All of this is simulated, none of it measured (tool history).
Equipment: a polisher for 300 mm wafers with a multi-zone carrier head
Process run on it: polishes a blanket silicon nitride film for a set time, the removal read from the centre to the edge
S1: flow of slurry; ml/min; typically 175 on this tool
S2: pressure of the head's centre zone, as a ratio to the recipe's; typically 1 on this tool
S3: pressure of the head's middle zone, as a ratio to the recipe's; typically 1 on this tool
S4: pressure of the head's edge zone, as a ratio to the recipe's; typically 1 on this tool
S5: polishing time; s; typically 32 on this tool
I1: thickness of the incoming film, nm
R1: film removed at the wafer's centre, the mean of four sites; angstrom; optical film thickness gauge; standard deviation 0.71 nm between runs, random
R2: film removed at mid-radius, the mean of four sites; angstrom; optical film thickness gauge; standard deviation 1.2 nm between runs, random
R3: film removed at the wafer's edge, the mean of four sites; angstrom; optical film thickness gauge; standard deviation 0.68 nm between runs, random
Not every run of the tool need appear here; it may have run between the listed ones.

run	day	S1	S2	S3	S4	S5	I1	R1	R2	R3
1	0	175	1	1	1	32	579.3	792	814	785
2	0.646	175	1	1	1	32	582	769	805	781
3	1.383	175	1	1	1	32	584.1	780	813	769
4	1.9	175	1	1	0.97	32	581.2	766	790	765
5	2.508	175	1	1	1	32	585.1	769	775	774
6	2.917	175	1	1	1	32	568.5	754	785	749
# day 3.212: worn pad replaced by a new one
7	3.233	205	1	1	1	32	576.1	790	814	783
8	3.7	160	1	0.92	1	32	587.7	742	705	742
9	4	160	1	0.92	1	32	582	719	712	731
10	4.696	175	0.97	1	1.06	32	587	714	758	775
11	5.208	175	1	1	1.05	32	587.8	747	742	762
# day 5.667: slurry nozzle cleaned
12	5.804	175	1	0.91	1	32	577.8	829	792	811
13	6.267	175	1	1	1	27	583.8	709	724	688
14	6.675	120	1	1	0.92	32	588.5	762	765	738
# day 7.188: carrier head's membrane replaced by a new one
15	7.208	135	1.09	1	1	32	589.4	859	797	783
# day 7.492: edge zone pressure recalibrated
# day 7.662: centre zone pressure recalibrated
16	7.683	175	1	1	1	32	572.7	833	846	819
17	8.046	215	1	1.11	0.96	23	577.6	631	682	582
18	8.396	135	1	1	1.07	32	588.7	770	805	795
19	8.667	175	1.11	1	0.9	28	581.2	815	727	683
20	8.929	175	1	1	1	32	587.1	838	827	812
# day 9.162: worn pad replaced by a new one
21	9.604	155	1	0.9	1	32	576.3	806	751	804
22	9.95	175	1.08	1	1	26	580.4	729	673	648
23	10.442	175	1	1	1	32	575.8	832	868	816
24	11.104	175	1	1	1	32	581.9	829	838	807

Each row is a separate what-if for the run after 24, all from the same tool condition, not one after another. Results?
A	11.121	175	1	1	1	43	580.6	?	?	?
B	11.121	130	1	1	1	32	580.6	?	?	?
C	11.121	135	0.9	1	1	32	580.6	?	?	?

run	R1	R2	R3
A	1125	1114	1096
B	777	776	778
C	710	784	783
Had the tool no hidden state, the same runs would have come out as:
run	R1	R2	R3
A	1133	1121	1101
B	784	782	783
C	717	790	788
